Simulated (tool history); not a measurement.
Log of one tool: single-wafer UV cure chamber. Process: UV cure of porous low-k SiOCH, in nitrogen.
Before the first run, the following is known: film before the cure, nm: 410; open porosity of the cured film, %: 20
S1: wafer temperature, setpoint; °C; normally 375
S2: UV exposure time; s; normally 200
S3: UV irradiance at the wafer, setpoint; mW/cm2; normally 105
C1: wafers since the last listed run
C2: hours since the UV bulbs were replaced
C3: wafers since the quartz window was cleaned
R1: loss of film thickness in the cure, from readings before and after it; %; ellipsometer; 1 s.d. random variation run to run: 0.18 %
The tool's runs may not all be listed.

run,day,S1,S2,S3,C1,C2,C3,R1
1,0,375,200,105,0,1626.2,1848,9.029
2,0.517,375,200,105,43,1638.6,1892,9.15
3,1.358,375,200,105,71,1658.8,1963,8.948
4,2.2,375,200,105,71,1679,2034,8.755
5,3.325,375,200,105,95,1706,2129,8.89
6,4.442,375,200,105,94,1732.8,2224,9.025
7,4.996,375,200,74,46,1746.1,2271,7.268
8,5.904,375,200,74,76,1767.9,2347,7.458
9,6.975,375,200,81,90,1793.6,2438,7.819
10,7.867,375,200,81,75,1815,2513,7.574
11,8.771,375,200,105,76,1836.7,2590,8.613
12,10.108,375,200,105,113,1868.8,2703,8.862
13,11.288,375,200,105,99,1897.1,2802,8.458
# day 12.062: quartz window cleaned
14,13.433,375,200,105,153,1948.6,115,8.247
15,14.346,375,115,105,77,1970.5,193,6.079
16,15.392,375,200,74,88,1995.6,281,6.849
17,18.775,389,155,90,286,2076.8,567,6.778
18,19.512,355,200,105,62,2094.5,629,7.854
19,20.779,383,155,115,107,2124.9,736,7.53
# day 21.117: UV bulbs replaced
20,21.417,375,200,139,25,7.2,762,11.134
21,22.829,375,200,105,119,41.1,882,10.141
22,23.929,375,200,79,92,67.5,975,8.798
23,25.292,375,200,105,115,100.2,1090,10.011
24,28.854,364,265,127,301,185.7,1391,11.479
25,29.812,386,165,77,81,208.7,1472,7.853

Run 26 comes next. What will it give?
26,30.783,375,200,105,82,232,1554,?

R1: 10.108 %
With the hidden condition absent and the run-to-run variation left alone, this run would have shown R1 10.276 %.
